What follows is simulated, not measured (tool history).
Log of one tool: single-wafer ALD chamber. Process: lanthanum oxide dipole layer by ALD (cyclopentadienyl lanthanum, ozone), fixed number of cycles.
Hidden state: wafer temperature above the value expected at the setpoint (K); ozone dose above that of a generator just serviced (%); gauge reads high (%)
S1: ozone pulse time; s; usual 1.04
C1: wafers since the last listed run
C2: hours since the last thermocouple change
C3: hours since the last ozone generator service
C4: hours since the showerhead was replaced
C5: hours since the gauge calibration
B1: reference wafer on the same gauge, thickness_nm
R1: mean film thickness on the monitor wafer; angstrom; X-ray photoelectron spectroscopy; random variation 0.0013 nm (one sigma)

run 1 hour=0.0 | S1=1.04 | C1=0 C2=987.6 C3=1216.0 C4=5370.6 C5=183.9 | B1=0.586 | R1=4.78
run 2 hour=12.7 | S1=1.04 | C1=236 C2=1000.3 C3=1228.7 C4=5383.3 C5=196.6 | B1=0.586 | R1=4.80
run 3 hour=18.9 | S1=1.04 | C1=115 C2=1006.5 C3=1234.9 C4=5389.5 C5=202.8 | B1=0.586 | R1=4.78
run 4 hour=34.4 | S1=0.94 | C1=288 C2=1022.0 C3=1250.4 C4=5405.0 C5=218.3 | B1=0.586 | R1=4.66
run 5 hour=44.1 | S1=0.94 | C1=180 C2=1031.7 C3=1260.1 C4=5414.7 C5=228.0 | B1=0.587 | R1=4.65
run 6 hour=50.3 | S1=1.04 | C1=115 C2=1037.9 C3=1266.3 C4=5420.9 C5=234.2 | B1=0.586 | R1=4.78
run 7 hour=96.8 | S1=1.04 | C1=864 C2=1084.4 C3=1312.8 C4=5467.4 C5=280.7 | B1=0.586 | R1=4.78
run 8 hour=114.4 | S1=1.04 | C1=327 C2=1102.0 C3=1330.4 C4=5485.0 C5=298.3 | B1=0.586 | R1=4.77
run 9 hour=130.0 | S1=1.32 | C1=289 C2=1117.6 C3=1346.0 C4=5500.6 C5=313.9 | B1=0.586 | R1=5.09
run 10 hour=143.9 | S1=1.04 | C1=258 C2=1131.5 C3=1359.9 C4=5514.5 C5=327.8 | B1=0.586 | R1=4.77
run 11 hour=150.9 | S1=1.04 | C1=130 C2=1138.5 C3=1366.9 C4=5521.5 C5=334.8 | B1=0.587 | R1=4.75
run 12 hour=157.7 | S1=1.04 | C1=126 C2=1145.3 C3=1373.7 C4=5528.3 C5=341.6 | B1=0.586 | R1=4.77
run 13 hour=172.5 | S1=0.73 | C1=275 C2=1160.1 C3=1388.5 C4=5543.1 C5=356.4 | B1=0.586 | R1=4.25
-- hour=188.1 ozone generator serviced
-- hour=192.7 thermocouple changed; heater temperature recalibrated
run 14 hour=193.2 | S1=0.73 | C1=150 C2=0.5 C3=5.1 C4=5563.8 C5=377.1 | B1=0.586 | R1=4.67
-- hour=196.3 gauge calibrated
run 15 hour=200.5 | S1=1.15 | C1=135 C2=7.8 C3=12.4 C4=5571.1 C5=4.2 | B1=0.586 | R1=5.19
run 16 hour=218.4 | S1=1.04 | C1=332 C2=25.7 C3=30.3 C4=5589.0 C5=22.1 | B1=0.586 | R1=5.08
run 17 hour=227.0 | S1=0.83 | C1=159 C2=34.3 C3=38.9 C4=5597.6 C5=30.7 | B1=0.586 | R1=4.81
run 18 hour=233.6 | S1=1.30 | C1=122 C2=40.9 C3=45.5 C4=5604.2 C5=37.3 | B1=0.586 | R1=5.35
run 19 hour=245.4 | S1=1.04 | C1=219 C2=52.7 C3=57.3 C4=5616.0 C5=49.1 | B1=0.586 | R1=5.10
-- hour=253.7 showerhead replaced
run 20 hour=254.8 | S1=0.63 | C1=26 C2=62.1 C3=66.7 C4=1.1 C5=58.5 | B1=0.585 | R1=4.46
run 21 hour=263.8 | S1=1.44 | C1=167 C2=71.1 C3=75.7 C4=10.1 C5=67.5 | B1=0.586 | R1=5.44
run 22 hour=281.0 | S1=1.04 | C1=319 C2=88.3 C3=92.9 C4=27.3 C5=84.7 | B1=0.586 | R1=5.07
run 23 hour=297.9 | S1=0.75 | C1=314 C2=105.2 C3=109.8 C4=44.2 C5=101.6 | B1=0.586 | R1=4.66
run 24 hour=308.2 | S1=1.04 | C1=191 C2=115.5 C3=120.1 C4=54.5 C5=111.9 | B1=0.585 | R1=5.09
run 25 hour=323.2 | S1=0.79 | C1=278 C2=130.5 C3=135.1 C4=69.5 C5=126.9 | B1=0.586 | R1=4.74
run 26 hour=337.3 | S1=1.04 | C1=262 C2=144.6 C3=149.2 C4=83.6 C5=141.0 | B1=0.586 | R1=5.08
run 27 hour=349.9 | S1=1.25 | C1=234 C2=157.2 C3=161.8 C4=96.2 C5=153.6 | B1=0.585 | R1=5.25
run 28 hour=367.1 | S1=1.40 | C1=319 C2=174.4 C3=179.0 C4=113.4 C5=170.8 | B1=0.586 | R1=5.39
run 29 hour=374.1 | S1=1.15 | C1=130 C2=181.4 C3=186.0 C4=120.4 C5=177.8 | B1=0.587 | R1=5.17
run 30 hour=380.5 | S1=1.24 | C1=118 C2=187.8 C3=192.4 C4=126.8 C5=184.2 | B1=0.586 | R1=5.27

Measured less the same run without the tool's hidden state. The same run-to-run variation is in both; the gauge's scatter may not be:
run=1 R1=-0.31
run=2 R1=-0.31
run=3 R1=-0.31
run=4 R1=-0.33
run=5 R1=-0.34
run=6 R1=-0.32
run=7 R1=-0.33
run=8 R1=-0.34
run=9 R1=-0.28
run=10 R1=-0.35
run=11 R1=-0.34
run=12 R1=-0.35
run=13 R1=-0.41
run=14 R1=-0.01
run=15 R1=+0.00
run=16 R1=-0.01
run=17 R1=-0.02
run=18 R1=-0.01
run=19 R1=-0.01
run=20 R1=-0.02
run=21 R1=-0.02
run=22 R1=-0.02
run=23 R1=-0.03
run=24 R1=-0.03
run=25 R1=-0.03
run=26 R1=-0.03
run=27 R1=-0.03
run=28 R1=-0.03
run=29 R1=-0.04
run=30 R1=-0.04
